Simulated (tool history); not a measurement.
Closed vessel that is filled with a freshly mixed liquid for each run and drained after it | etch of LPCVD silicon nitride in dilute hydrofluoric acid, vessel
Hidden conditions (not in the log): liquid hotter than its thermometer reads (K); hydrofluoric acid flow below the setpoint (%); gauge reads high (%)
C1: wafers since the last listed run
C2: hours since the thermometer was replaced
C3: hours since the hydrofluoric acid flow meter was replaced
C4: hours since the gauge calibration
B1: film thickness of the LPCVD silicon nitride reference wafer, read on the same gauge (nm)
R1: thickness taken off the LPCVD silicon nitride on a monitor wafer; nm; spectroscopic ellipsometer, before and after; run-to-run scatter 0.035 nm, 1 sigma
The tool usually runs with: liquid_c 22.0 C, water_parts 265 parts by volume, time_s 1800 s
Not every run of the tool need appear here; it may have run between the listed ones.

{"run": 1, "hour": 0.0, "liquid_c": 20.0, "water_parts": 265, "time_s": 1800, "C1": 0, "C2": 2546.9, "C3": 1159.2, "C4": 350.3, "B1": 90.008, "R1": 3.384}
{"run": 2, "hour": 50.5, "liquid_c": 20.0, "water_parts": 265, "time_s": 1800, "C1": 2310, "C2": 2597.4, "C3": 1209.7, "C4": 400.8, "B1": 89.97, "R1": 3.388}
{"run": 3, "hour": 92.5, "liquid_c": 22.0, "water_parts": 265, "time_s": 1800, "C1": 1921, "C2": 2639.4, "C3": 1251.7, "C4": 442.8, "B1": 89.985, "R1": 3.759}
{"run": 4, "hour": 132.8, "liquid_c": 22.0, "water_parts": 265, "time_s": 1800, "C1": 1844, "C2": 2679.7, "C3": 1292.0, "C4": 483.1, "B1": 89.974, "R1": 3.884}
{"run": 5, "hour": 188.9, "liquid_c": 22.0, "water_parts": 265, "time_s": 1800, "C1": 2567, "C2": 2735.8, "C3": 1348.1, "C4": 539.2, "B1": 90.04, "R1": 3.87}
{"run": 6, "hour": 213.8, "liquid_c": 22.0, "water_parts": 265, "time_s": 1800, "C1": 1139, "C2": 2760.7, "C3": 1373.0, "C4": 564.1, "B1": 90.014, "R1": 3.843}
{"run": 7, "hour": 279.7, "liquid_c": 22.0, "water_parts": 265, "time_s": 1800, "C1": 3015, "C2": 2826.6, "C3": 1438.9, "C4": 630.0, "B1": 90.019, "R1": 3.869}
{"hour": 322.6, "done": "thermometer replaced"}
{"run": 8, "hour": 356.3, "liquid_c": 22.0, "water_parts": 265, "time_s": 1800, "C1": 3459, "C2": 33.7, "C3": 1515.5, "C4": 706.6, "B1": 90.0, "R1": 3.352}
{"run": 9, "hour": 422.0, "liquid_c": 22.0, "water_parts": 265, "time_s": 840, "C1": 3006, "C2": 99.4, "C3": 1581.2, "C4": 772.3, "B1": 90.017, "R1": 1.554}
{"hour": 430.7, "done": "hydrofluoric acid flow meter replaced"}
{"run": 10, "hour": 475.9, "liquid_c": 18.5, "water_parts": 265, "time_s": 2085, "C1": 2420, "C2": 153.3, "C3": 45.2, "C4": 826.2, "B1": 90.014, "R1": 3.13}
{"hour": 501.0, "done": "gauge calibrated"}
{"run": 11, "hour": 539.2, "liquid_c": 25.5, "water_parts": 160, "time_s": 1405, "C1": 2896, "C2": 216.6, "C3": 108.5, "C4": 38.2, "B1": 89.984, "R1": 5.397}
{"run": 12, "hour": 589.9, "liquid_c": 22.0, "water_parts": 205, "time_s": 2130, "C1": 2320, "C2": 267.3, "C3": 159.2, "C4": 88.9, "B1": 89.974, "R1": 5.131}
{"run": 13, "hour": 642.9, "liquid_c": 20.0, "water_parts": 265, "time_s": 1470, "C1": 2425, "C2": 320.3, "C3": 212.2, "C4": 141.9, "B1": 89.966, "R1": 2.404}
{"run": 14, "hour": 667.6, "liquid_c": 20.5, "water_parts": 165, "time_s": 1000, "C1": 1130, "C2": 345.0, "C3": 236.9, "C4": 166.6, "B1": 90.009, "R1": 2.734}
{"run": 15, "hour": 706.2, "liquid_c": 22.0, "water_parts": 265, "time_s": 1800, "C1": 1766, "C2": 383.6, "C3": 275.5, "C4": 205.2, "B1": 89.995, "R1": 3.405}
{"run": 16, "hour": 741.0, "liquid_c": 24.5, "water_parts": 265, "time_s": 1220, "C1": 1592, "C2": 418.4, "C3": 310.3, "C4": 240.0, "B1": 90.003, "R1": 2.701}
{"run": 17, "hour": 784.1, "liquid_c": 22.0, "water_parts": 205, "time_s": 1390, "C1": 1972, "C2": 461.5, "C3": 353.4, "C4": 283.1, "B1": 89.999, "R1": 3.365}

Some steps in R1 between neighbouring runs. How much of each would the tool show without its hidden state too (settings, what came in, random variation), and how much is left for the hidden state, with any gauge scatter that isn't in both results?
Run 7 -> 8: thermometer replaced. R1 -0.517 nm: hidden state -0.562, all else +0.045.
Run 12 -> 13: liquid_c 22.0 -> 20.0, water_parts 205 -> 265, time_s 2130 -> 1470. R1 -2.727 nm: hidden state -0.072, all else -2.655.

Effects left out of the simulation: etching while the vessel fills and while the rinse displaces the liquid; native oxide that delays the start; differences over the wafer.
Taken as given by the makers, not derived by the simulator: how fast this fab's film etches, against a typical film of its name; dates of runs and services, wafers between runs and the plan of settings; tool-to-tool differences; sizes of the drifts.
